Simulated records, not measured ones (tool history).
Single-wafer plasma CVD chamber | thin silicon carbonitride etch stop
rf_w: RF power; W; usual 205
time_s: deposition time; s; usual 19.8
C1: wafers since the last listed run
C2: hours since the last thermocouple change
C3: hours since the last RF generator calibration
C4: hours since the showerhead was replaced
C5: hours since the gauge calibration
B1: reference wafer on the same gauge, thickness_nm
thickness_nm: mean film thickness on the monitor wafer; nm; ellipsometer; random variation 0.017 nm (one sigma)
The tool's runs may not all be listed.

run 1 hour=0.0 | rf_w=205 time_s=19.8 | C1=0 C2=2188.5 C3=2177.5 C4=4253.5 C5=195.6 | B1=9.999 | thickness_nm=10.996
run 2 hour=13.9 | rf_w=235 time_s=18.0 | C1=267 C2=2202.4 C3=2191.4 C4=4267.4 C5=209.5 | B1=9.995 | thickness_nm=10.463
run 3 hour=26.0 | rf_w=205 time_s=19.8 | C1=233 C2=2214.5 C3=2203.5 C4=4279.5 C5=221.6 | B1=10.000 | thickness_nm=11.025
run 4 hour=42.6 | rf_w=205 time_s=19.8 | C1=319 C2=2231.1 C3=2220.1 C4=4296.1 C5=238.2 | B1=10.003 | thickness_nm=11.031
run 5 hour=55.8 | rf_w=235 time_s=19.8 | C1=254 C2=2244.3 C3=2233.3 C4=4309.3 C5=251.4 | B1=9.999 | thickness_nm=11.475
run 6 hour=64.2 | rf_w=235 time_s=19.8 | C1=161 C2=2252.7 C3=2241.7 C4=4317.7 C5=259.8 | B1=9.999 | thickness_nm=11.513
run 7 hour=77.4 | rf_w=235 time_s=19.8 | C1=254 C2=2265.9 C3=2254.9 C4=4330.9 C5=273.0 | B1=9.998 | thickness_nm=11.516
run 8 hour=90.1 | rf_w=205 time_s=19.8 | C1=244 C2=2278.6 C3=2267.6 C4=4343.6 C5=285.7 | B1=10.001 | thickness_nm=11.030
run 9 hour=96.3 | rf_w=205 time_s=19.8 | C1=119 C2=2284.8 C3=2273.8 C4=4349.8 C5=291.9 | B1=10.001 | thickness_nm=11.037
run 10 hour=105.0 | rf_w=205 time_s=19.8 | C1=167 C2=2293.5 C3=2282.5 C4=4358.5 C5=300.6 | B1=9.997 | thickness_nm=11.053
-- hour=123.1 thermocouple changed; heater temperature recalibrated
run 11 hour=123.6 | rf_w=205 time_s=19.8 | C1=204 C2=0.5 C3=2301.1 C4=4377.1 C5=319.2 | B1=9.997 | thickness_nm=11.031
run 12 hour=153.5 | rf_w=205 time_s=19.8 | C1=575 C2=30.4 C3=2331.0 C4=4407.0 C5=349.1 | B1=10.000 | thickness_nm=11.039
run 13 hour=163.3 | rf_w=205 time_s=19.8 | C1=188 C2=40.2 C3=2340.8 C4=4416.8 C5=358.9 | B1=10.001 | thickness_nm=11.051
run 14 hour=175.3 | rf_w=225 time_s=21.6 | C1=231 C2=52.2 C3=2352.8 C4=4428.8 C5=370.9 | B1=9.997 | thickness_nm=12.385
run 15 hour=189.8 | rf_w=220 time_s=23.5 | C1=279 C2=66.7 C3=2367.3 C4=4443.3 C5=385.4 | B1=9.998 | thickness_nm=13.368
run 16 hour=200.5 | rf_w=185 time_s=19.8 | C1=206 C2=77.4 C3=2378.0 C4=4454.0 C5=396.1 | B1=9.997 | thickness_nm=10.688
run 17 hour=218.0 | rf_w=225 time_s=17.3 | C1=337 C2=94.9 C3=2395.5 C4=4471.5 C5=413.6 | B1=10.002 | thickness_nm=9.915
-- hour=226.2 gauge calibrated
run 18 hour=235.5 | rf_w=195 time_s=21.6 | C1=337 C2=112.4 C3=2413.0 C4=4489.0 C5=9.3 | B1=10.000 | thickness_nm=11.851
-- hour=250.0 RF generator calibrated
run 19 hour=250.5 | rf_w=180 time_s=21.2 | C1=134 C2=127.4 C3=0.5 C4=4504.0 C5=24.3 | B1=9.996 | thickness_nm=11.351
run 20 hour=258.9 | rf_w=175 time_s=23.3 | C1=161 C2=135.8 C3=8.9 C4=4512.4 C5=32.7 | B1=10.001 | thickness_nm=12.371
-- hour=268.8 showerhead replaced
run 21 hour=275.6 | rf_w=180 time_s=21.6 | C1=167 C2=152.5 C3=25.6 C4=6.8 C5=49.4 | B1=10.005 | thickness_nm=11.563
run 22 hour=282.2 | rf_w=190 time_s=22.4 | C1=127 C2=159.1 C3=32.2 C4=13.4 C5=56.0 | B1=9.999 | thickness_nm=12.185
run 23 hour=314.5 | rf_w=170 time_s=23.6 | C1=622 C2=191.4 C3=64.5 C4=45.7 C5=88.3 | B1=9.999 | thickness_nm=12.428
run 24 hour=326.3 | rf_w=225 time_s=21.6 | C1=227 C2=203.2 C3=76.3 C4=57.5 C5=100.1 | B1=9.999 | thickness_nm=12.393
run 25 hour=341.5 | rf_w=195 time_s=21.6 | C1=292 C2=218.4 C3=91.5 C4=72.7 C5=115.3 | B1=10.003 | thickness_nm=11.853
run 26 hour=351.6 | rf_w=205 time_s=19.8 | C1=194 C2=228.5 C3=101.6 C4=82.8 C5=125.4 | B1=10.006 | thickness_nm=11.022

4 ways to go on from here, each from the tool as it stands after run 26. What would each give?
run A hour=352.0 | rf_w=205 time_s=19.8 | C1=7 C2=228.9 C3=102.0 C4=83.2 C5=125.8 | B1=? | thickness_nm=?
run B hour=352.0 | rf_w=220 time_s=18.2 | C1=7 C2=228.9 C3=102.0 C4=83.2 C5=125.8 | B1=? | thickness_nm=?
run C hour=352.0 | rf_w=215 time_s=16.0 | C1=7 C2=228.9 C3=102.0 C4=83.2 C5=125.8 | B1=? | thickness_nm=?
run D hour=352.0 | rf_w=205 time_s=17.0 | C1=7 C2=228.9 C3=102.0 C4=83.2 C5=125.8 | B1=? | thickness_nm=?

run=A B1=10.003 thickness_nm=11.004
run=B B1=10.003 thickness_nm=10.333
run=C B1=10.003 thickness_nm=9.021
run=D B1=10.003 thickness_nm=9.448
Without the tool's hidden state the same runs would have given:
run=A thickness_nm=11.004
run=B thickness_nm=10.333
run=C thickness_nm=9.021
run=D thickness_nm=9.448

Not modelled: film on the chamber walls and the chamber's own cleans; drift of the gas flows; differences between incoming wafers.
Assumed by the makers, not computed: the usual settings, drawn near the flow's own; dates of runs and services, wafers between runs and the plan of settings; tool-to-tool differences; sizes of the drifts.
